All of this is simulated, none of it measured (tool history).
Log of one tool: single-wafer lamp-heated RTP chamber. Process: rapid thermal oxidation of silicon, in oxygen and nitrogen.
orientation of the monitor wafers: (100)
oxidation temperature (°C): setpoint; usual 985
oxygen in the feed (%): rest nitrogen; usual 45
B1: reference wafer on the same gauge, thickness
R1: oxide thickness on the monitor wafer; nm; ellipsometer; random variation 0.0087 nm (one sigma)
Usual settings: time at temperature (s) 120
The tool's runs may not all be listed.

Run 1, hour 0.0: usual settings but time at temperature (s) 139; B1 6.430. Result: R1 6.181 nm.
Run 2, hour 34.0: usual settings but time at temperature (s) 139; B1 6.431. Result: R1 6.192 nm.
Run 3, hour 105.7: usual settings; B1 6.431. Result: R1 5.797 nm.
Run 4, hour 165.5: usual settings; B1 6.429. Result: R1 5.822 nm.
Run 5, hour 215.9: usual settings; B1 6.428. Result: R1 5.815 nm.
Run 6, hour 275.4: usual settings; B1 6.427. Result: R1 5.832 nm.
At hour 303.9: pyrometer window cleaned and pyrometer calibrated.
Run 7, hour 324.2: usual settings; B1 6.430. Result: R1 5.778 nm.
Run 8, hour 395.1: usual settings but oxygen in the feed (%) 56; B1 6.430. Result: R1 6.235 nm.
Run 9, hour 459.1: usual settings but oxygen in the feed (%) 56; B1 6.430. Result: R1 6.232 nm.
Run 10, hour 610.1: usual settings but oxidation temperature (°C) 975; B1 6.429. Result: R1 5.397 nm.
Run 11, hour 662.1: usual settings but oxidation temperature (°C) 975; B1 6.431. Result: R1 5.419 nm.
At hour 696.9: pyrometer window cleaned and pyrometer calibrated.
Run 12, hour 716.8: usual settings but time at temperature (s) 88; B1 6.432. Result: R1 5.061 nm.
Run 13, hour 764.1: usual settings but time at temperature (s) 133; B1 6.426. Result: R1 6.064 nm.
At hour 780.3: gauge calibrated.
Run 14, hour 830.6: usual settings but time at temperature (s) 133; B1 6.427. Result: R1 6.057 nm.
Run 15, hour 883.6: usual settings; B1 6.430. Result: R1 5.803 nm.
Run 16, hour 946.7: usual settings; B1 6.429. Result: R1 5.809 nm.
At hour 1002.0: oxygen flow controller replaced.
Run 17, hour 1016.1: usual settings; B1 6.429. Result: R1 5.814 nm.
Run 18, hour 1074.8: usual settings but time at temperature (s) 147, oxygen in the feed (%) 19; B1 6.429. Result: R1 4.807 nm.
At hour 1108.3: pyrometer window cleaned and pyrometer calibrated.
Run 19, hour 1140.9: usual settings; B1 6.425. Result: R1 5.778 nm.
Run 20, hour 1209.9: usual settings; B1 6.430. Result: R1 5.773 nm.
Run 21, hour 1238.9: usual settings but oxidation temperature (°C) 973, time at temperature (s) 178; B1 6.428. Result: R1 6.298 nm.
Run 22, hour 1299.8: usual settings but time at temperature (s) 84; B1 6.430. Result: R1 4.978 nm.
Run 23, hour 1354.7: usual settings but oxidation temperature (°C) 977, time at temperature (s) 83, oxygen in the feed (%) 64; B1 6.428. Result: R1 5.275 nm.
Run 24, hour 1394.9: usual settings but oxidation temperature (°C) 966, time at temperature (s) 98, oxygen in the feed (%) 17; B1 6.428. Result: R1 3.562 nm.
Run 25, hour 1435.0: usual settings but oxidation temperature (°C) 960, time at temperature (s) 79, oxygen in the feed (%) 25; B1 6.432. Result: R1 3.515 nm.
Run 26, hour 1473.0: usual settings but oxidation temperature (°C) 976, time at temperature (s) 73, oxygen in the feed (%) 66; B1 6.431. Result: R1 5.008 nm.
At hour 1504.8: pyrometer window cleaned and pyrometer calibrated.
Run 27, hour 1515.8: usual settings but oxidation temperature (°C) 1011, oxygen in the feed (%) 24; B1 6.430. Result: R1 5.627 nm.
Run 28, hour 1572.3: usual settings but oxidation temperature (°C) 959, oxygen in the feed (%) 17; B1 6.430. Result: R1 3.667 nm.
Run 29, hour 1641.0: usual settings but oxidation temperature (°C) 1014, time at temperature (s) 159; B1 6.429. Result: R1 8.128 nm.
Run 30, hour 1707.0: usual settings but oxidation temperature (°C) 1012, time at temperature (s) 150, oxygen in the feed (%) 33; B1 6.431. Result: R1 6.996 nm.
Run 31, hour 1743.5: usual settings; B1 6.431. Result: R1 5.816 nm.
Run 32, hour 1808.3: usual settings; B1 6.426. Result: R1 5.811 nm.
Run 33, hour 1838.2: usual settings but oxidation temperature (°C) 1013, time at temperature (s) 150, oxygen in the feed (%) 57; B1 6.431. Result: R1 8.576 nm.
Run 34, hour 1871.2: usual settings but oxygen in the feed (%) 57; B1 6.432. Result: R1 6.324 nm.
Run 35, hour 1922.8: usual settings; B1 6.431. Result: R1 5.828 nm.

4 ways to go on from here, each from the tool as it stands after run 35. What would each give?
Run A, hour 1923.2: usual settings; B1 ?. Result: R1 ?.
Run B, hour 1923.2: usual settings but time at temperature (s) 136, oxygen in the feed (%) 34; B1 ?. Result: R1 ?.
Run C, hour 1923.2: usual settings but oxidation temperature (°C) 1006, oxygen in the feed (%) 58; B1 ?. Result: R1 ?.
Run D, hour 1923.2: usual settings but oxidation temperature (°C) 995, time at temperature (s) 163, oxygen in the feed (%) 35; B1 ?. Result: R1 ?.

run     B1     R1
  A  6.429  5.850
  B  6.429  5.622
  C  6.429  7.447
  D  6.429  6.610
Without the tool's hidden state the same runs would have given:
run     R1
  A  5.783
  B  5.559
  C  7.362
  D  6.535
